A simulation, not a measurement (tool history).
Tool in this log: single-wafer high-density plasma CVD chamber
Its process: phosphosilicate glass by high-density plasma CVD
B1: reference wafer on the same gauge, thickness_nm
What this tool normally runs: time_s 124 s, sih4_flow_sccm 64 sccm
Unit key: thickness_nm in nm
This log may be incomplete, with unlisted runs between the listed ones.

Run 1, day 0: usual settings; B1 667.877. Result: thickness_nm 774.16 nm.
Run 2, day 0.733: usual settings but sih4_flow_sccm 55 sccm; B1 667.556. Result: thickness_nm 665.479 nm.
Run 3, day 1.375: usual settings; B1 667.787. Result: thickness_nm 773.975 nm.
Run 4, day 2.1: usual settings; B1 668.136. Result: thickness_nm 773.824 nm.
Run 5, day 2.612: usual settings; B1 668.138. Result: thickness_nm 774.021 nm.
Run 6, day 3.162: usual settings; B1 668.002. Result: thickness_nm 773.592 nm.
Run 7, day 3.658: usual settings; B1 667.868. Result: thickness_nm 774.847 nm.
Run 8, day 4.404: usual settings; B1 668.035. Result: thickness_nm 774.808 nm.
Run 9, day 4.675: usual settings; B1 667.818. Result: thickness_nm 772.905 nm.
Run 10, day 5.208: usual settings but time_s 118 s; B1 668.275. Result: thickness_nm 737.308 nm.
Run 11, day 5.471: usual settings but time_s 118 s; B1 667.921. Result: thickness_nm 736.813 nm.
Run 12, day 5.742: usual settings but time_s 118 s; B1 667.918. Result: thickness_nm 737.239 nm.
Run 13, day 6.2: usual settings but sih4_flow_sccm 73 sccm; B1 668.109. Result: thickness_nm 883.965 nm.
Run 14, day 6.65: usual settings but sih4_flow_sccm 73 sccm; B1 667.91. Result: thickness_nm 882.672 nm.
Run 15, day 7.121: usual settings; B1 667.777. Result: thickness_nm 775.256 nm.
Run 16, day 7.475: usual settings but sih4_flow_sccm 71 sccm; B1 667.69. Result: thickness_nm 858.002 nm.
Run 17, day 7.804: usual settings but sih4_flow_sccm 71 sccm; B1 667.996. Result: thickness_nm 859.639 nm.
Run 18, day 8.538: usual settings but time_s 106 s, sih4_flow_sccm 51 sccm; B1 668.01. Result: thickness_nm 528.12 nm.
Run 19, day 8.996: usual settings but time_s 107 s, sih4_flow_sccm 55 sccm; B1 668.049. Result: thickness_nm 575.043 nm.
Run 20, day 9.383: usual settings but time_s 109 s, sih4_flow_sccm 76 sccm; B1 667.862. Result: thickness_nm 810.245 nm.
Run 21, day 10.129: usual settings; B1 668.051. Result: thickness_nm 775.742 nm.
Run 22, day 10.725: usual settings but time_s 104 s, sih4_flow_sccm 54 sccm; B1 667.902. Result: thickness_nm 547.279 nm.
Run 23, day 11.333: usual settings but time_s 110 s, sih4_flow_sccm 57 sccm; B1 667.59. Result: thickness_nm 613.798 nm.
Run 24, day 11.642: usual settings but time_s 143 s, sih4_flow_sccm 57 sccm; B1 667.99. Result: thickness_nm 796.725 nm.
At day 11.792: gauge calibrated.
Run 25, day 11.912: usual settings but time_s 113 s, sih4_flow_sccm 54 sccm; B1 668.066. Result: thickness_nm 596.103 nm.
At day 12.733: silane flow controller replaced.
Run 26, day 12.754: usual settings but time_s 137 s, sih4_flow_sccm 70 sccm; B1 668.234. Result: thickness_nm 889.239 nm.
Run 27, day 13.121: usual settings but time_s 102 s; B1 668.21. Result: thickness_nm 601.192 nm.
Run 28, day 13.492: usual settings but time_s 112 s, sih4_flow_sccm 67 sccm; B1 667.838. Result: thickness_nm 693.96 nm.
Run 29, day 13.758: usual settings but time_s 112 s, sih4_flow_sccm 53 sccm; B1 668.025. Result: thickness_nm 549.239 nm.
Run 30, day 14.412: usual settings; B1 668.022. Result: thickness_nm 732.96 nm.
Run 31, day 14.675: usual settings but time_s 133 s, sih4_flow_sccm 54 sccm; B1 668.132. Result: thickness_nm 665.491 nm.
Run 32, day 15.333: usual settings but time_s 136 s, sih4_flow_sccm 71 sccm; B1 667.983. Result: thickness_nm 892.764 nm.
Run 33, day 15.958: usual settings but time_s 102 s, sih4_flow_sccm 59 sccm; B1 668.307. Result: thickness_nm 556.8 nm.
Run 34, day 16.608: usual settings but time_s 109 s, sih4_flow_sccm 76 sccm; B1 668.013. Result: thickness_nm 766.172 nm.

For some of the steps in thickness_nm from one run to the next: how much would appear even if the tool had no hidden state, given the settings, what came in and random variation, and how much remains for the hidden state plus any gauge scatter that the measured result and the result without hidden state don't share?
Hidden state at play: delivered silane flow above the setpoint (%); gauge reads high (%).
Run 17 -> 18: time_s 124 -> 106, sih4_flow_sccm 71 -> 51. thickness_nm -331.519 nm: hidden state -16.266, all else -315.253.
Run 19 -> 20: time_s 107 -> 109, sih4_flow_sccm 55 -> 76. thickness_nm +235.202 nm: hidden state +11.82, all else +223.382.
Run 25 -> 26: time_s 113 -> 137, sih4_flow_sccm 54 -> 70, silane flow controller replaced. thickness_nm +293.136 nm: hidden state -33.977, all else +327.113.
Run 32 -> 33: time_s 136 -> 102, sih4_flow_sccm 71 -> 59. thickness_nm -335.964 nm: hidden state +1.218, all else -337.182.

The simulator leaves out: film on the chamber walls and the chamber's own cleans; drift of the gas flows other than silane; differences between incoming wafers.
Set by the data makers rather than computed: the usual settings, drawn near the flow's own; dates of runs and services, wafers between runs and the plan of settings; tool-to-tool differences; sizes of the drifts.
